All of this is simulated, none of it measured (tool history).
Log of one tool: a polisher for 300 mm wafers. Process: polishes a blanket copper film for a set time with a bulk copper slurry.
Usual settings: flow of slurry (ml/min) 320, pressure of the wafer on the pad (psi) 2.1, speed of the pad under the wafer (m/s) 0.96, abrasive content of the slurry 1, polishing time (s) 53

run   hour  flow of slurry (ml/min)  pressure of the wafer on the pad (psi)  speed of the pad under the wafer (m/s)  abrasive content of the slurry  polishing time (s)  wafers since the last listed run  wafers polished on this pad  hours since the slurry nozzle was cleaned  hours since the head pressure was calibrated  hours since the slurry blender was calibrated  incoming thickness of the incoming film, nm  film removed (nm)
  1      0                      320                                     2.1                                    0.96                            1.15                  53                                 0                         1307                                       86.4                                          84.8                                          189.7                                       4404.8              387.3
       5.4  -- slurry blender recalibrated
      53.3  -- worn pad replaced by a new one
  2   67.8                      320                                     2.1                                    0.96                            1.15                  53                               632                          148                                      154.2                                         152.6                                           62.4                                       4310.6              402.2
     188.9  -- slurry blender recalibrated
  3    211                      320                                     2.1                                    0.96                            1.15                  53                              1444                         1592                                      297.4                                         295.8                                           22.1                                       4408.4              415.9
     250.4  -- worn pad replaced by a new one
  4  250.9                      320                                     2.1                                    0.96                               1                  48                               367                            5                                      337.3                                         335.7                                             62                                       4374.8              369.7
  5  311.7                      320                                     2.1                                    0.96                               1                  48                               621                          627                                      398.1                                         396.5                                          122.8                                       4396.1                365
  6    354                      320                                     2.1                                    0.96                               1                  48                               432                         1060                                      440.4                                         438.8                                          165.1                                       4396.7              363.2
     361.5  -- slurry blender recalibrated
  7  417.9                      265                                     2.1                                    0.88                               1                  53                               633                         1693                                      504.3                                         502.7                                           56.4                                       4388.6              384.3
     420.5  -- head pressure recalibrated
  8  444.1                      265                                     2.1                                    0.88                               1                  53                               247                         1940                                      530.5                                          23.6                                           82.6                                       4396.4              353.9
     453.2  -- worn pad replaced by a new one
  9  549.8                      290                                     2.1                                    0.96                               1                  53                              1040                          988                                      636.2                                         129.3                                          188.3                                       4379.3              379.6
     582.7  -- slurry blender recalibrated
 10  583.1                      425                                     2.1                                    0.72                             0.7                  45                               320                         1308                                      669.5                                         162.6                                            0.4                                       4408.6              268.1

Forecast run 11:
 11  644.8                      320                                     2.1                                     0.7                            1.15                  53                               631                         1939                                      731.2                                         224.3                                           62.1                                       4450.4                  ?

Run 11 gave film removed (nm) 321.1.
Without the tool's hidden state the same run would have given film removed (nm) 312.9.
